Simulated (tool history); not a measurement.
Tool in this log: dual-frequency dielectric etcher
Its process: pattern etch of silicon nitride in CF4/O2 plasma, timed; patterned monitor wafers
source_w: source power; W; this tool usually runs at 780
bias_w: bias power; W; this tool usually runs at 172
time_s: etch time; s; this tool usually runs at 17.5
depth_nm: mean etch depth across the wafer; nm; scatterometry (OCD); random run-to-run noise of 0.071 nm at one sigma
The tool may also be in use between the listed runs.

| run | hour | source_w | bias_w | time_s | read-back reference wafer on the same gauge, depth_nm | depth_nm |
|---|---|---|---|---|---|---|
| 1 | 0 | 780 | 172 | 17.5 | 51 | 46.4 |
| 2 | 10.2 | 780 | 172 | 17.5 | 51 | 46.3 |
| 3 | 25.4 | 780 | 172 | 17.5 | 51 | 46.2 |
| 4 | 41.7 | 700 | 172 | 15.5 | 51 | 38.5 |
| 5 | 73.8 | 780 | 172 | 21 | 51 | 55.5 |
| 6 | 85.7 | 780 | 172 | 17.5 | 51 | 46.2 |
| 7 | 93.3 | 780 | 172 | 17.5 | 51 | 46.3 |
|  | 105.5 | gauge calibrated |
|  | 119.7 | upper electrode replaced |
| 8 | 120.2 | 690 | 172 | 14 | 51 | 34.3 |
| 9 | 120.5 | 910 | 172 | 22 | 51 | 63.9 |
| 10 | 121.9 | 780 | 172 | 13 | 51 | 34.2 |
|  | 141.8 | bias power generator calibrated |
|  | 147.4 | wet clean of the chamber |
| 11 | 147.9 | 780 | 172 | 17.5 | 51 | 47.2 |

Run 12 comes next. What will it give?
|  | 167.7 | source power generator calibrated |
| 12 | 187.4 | 610 | 172 | 14 | ? | ? |

{"run 12": {"read-back reference wafer on the same gauge, depth_nm": 51, "depth_nm": 32.6}}
Had the tool carried no hidden state, the very same run would have given depth_nm 32.6 nm.
